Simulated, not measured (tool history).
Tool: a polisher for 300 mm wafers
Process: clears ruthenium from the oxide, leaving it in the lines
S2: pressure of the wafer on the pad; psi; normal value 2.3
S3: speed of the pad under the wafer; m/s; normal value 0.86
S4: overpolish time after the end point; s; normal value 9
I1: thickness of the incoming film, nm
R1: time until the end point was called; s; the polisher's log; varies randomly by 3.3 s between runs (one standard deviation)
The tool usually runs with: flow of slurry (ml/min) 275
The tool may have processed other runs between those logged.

run 1 hour=0.0 | flow_of_slurry_(ml/min)=330 S2=2.3 S3=0.86 S4=9 | I1=183.4 | R1=223.7
-- hour=27.8 worn pad replaced by a new one
run 2 hour=181.0 | flow_of_slurry_(ml/min)=330 S2=2.3 S3=0.86 S4=9 | I1=184.1 | R1=216.3
-- hour=198.5 worn pad replaced by a new one
-- hour=215.2 slurry nozzle cleaned
run 3 hour=215.7 | flow_of_slurry_(ml/min)=330 S2=2.3 S3=0.86 S4=9 | I1=181.9 | R1=192.0
run 4 hour=249.8 | flow_of_slurry_(ml/min)=275 S2=2.3 S3=0.86 S4=9 | I1=181.5 | R1=201.2
run 5 hour=275.0 | flow_of_slurry_(ml/min)=275 S2=2.3 S3=0.86 S4=9 | I1=181.3 | R1=199.7
run 6 hour=311.3 | flow_of_slurry_(ml/min)=200 S2=2.5 S3=0.86 S4=9 | I1=176.7 | R1=203.5
run 7 hour=354.8 | flow_of_slurry_(ml/min)=200 S2=2.5 S3=0.86 S4=9 | I1=178.1 | R1=213.3
-- hour=375.4 worn pad replaced by a new one
run 8 hour=383.4 | flow_of_slurry_(ml/min)=200 S2=2.5 S3=0.86 S4=9 | I1=178.6 | R1=188.6
run 9 hour=441.4 | flow_of_slurry_(ml/min)=275 S2=2.3 S3=0.68 S4=9 | I1=182.9 | R1=276.6
run 10 hour=502.2 | flow_of_slurry_(ml/min)=300 S2=2.7 S3=0.86 S4=9 | I1=183.0 | R1=190.8
run 11 hour=534.3 | flow_of_slurry_(ml/min)=275 S2=2.3 S3=0.86 S4=9 | I1=181.5 | R1=227.5
-- hour=540.6 worn pad replaced by a new one
run 12 hour=583.8 | flow_of_slurry_(ml/min)=275 S2=2.3 S3=0.86 S4=4 | I1=180.2 | R1=214.4
-- hour=604.0 head pressure recalibrated
run 13 hour=635.5 | flow_of_slurry_(ml/min)=215 S2=1.6 S3=0.86 S4=9 | I1=180.2 | R1=317.9
-- hour=664.8 slurry nozzle cleaned
run 14 hour=680.3 | flow_of_slurry_(ml/min)=275 S2=1.7 S3=0.64 S4=11 | I1=182.1 | R1=372.8
run 15 hour=724.5 | flow_of_slurry_(ml/min)=230 S2=2.6 S3=1.08 S4=12 | I1=178.0 | R1=146.9
-- hour=730.9 worn pad replaced by a new one
run 16 hour=787.6 | flow_of_slurry_(ml/min)=275 S2=2.3 S3=1.00 S4=9 | I1=181.7 | R1=177.7
run 17 hour=816.2 | flow_of_slurry_(ml/min)=275 S2=2.3 S3=0.86 S4=9 | I1=180.7 | R1=215.1
run 18 hour=860.0 | flow_of_slurry_(ml/min)=330 S2=1.6 S3=0.86 S4=11 | I1=179.4 | R1=284.4
run 19 hour=891.1 | flow_of_slurry_(ml/min)=275 S2=2.3 S3=0.86 S4=12 | I1=180.5 | R1=219.6

List, for all runs, the conditions of the tool that the log does not record:
deviation of the head's pressure from its setpoint, %: 0 at every run
H1: removal rate lost through wear of the pad, %
H2: slurry flow missing at the pad, %
run=1 H1=12.5 H2=37.3
run=2 H1=12.6 H2=42.2
run=3 H1=3.29 H2=1.13
run=4 H1=7.42 H2=10.5
run=5 H1=9.26 H2=16
run=6 H1=10.8 H2=22.4
run=7 H1=11.8 H2=28
run=8 H1=2.73 H2=30.9
run=9 H1=9.61 H2=35.1
run=10 H1=12.3 H2=38
run=11 H1=12.9 H2=39.1
run=12 H1=7.07 H2=40.3
run=13 H1=10.6 H2=41.2
run=14 H1=12 H2=8
run=15 H1=12.6 H2=18.5
run=16 H1=8.57 H2=28.5
run=17 H1=10.4 H2=31.8
run=18 H1=12 H2=35.6
run=19 H1=12.6 H2=37.6
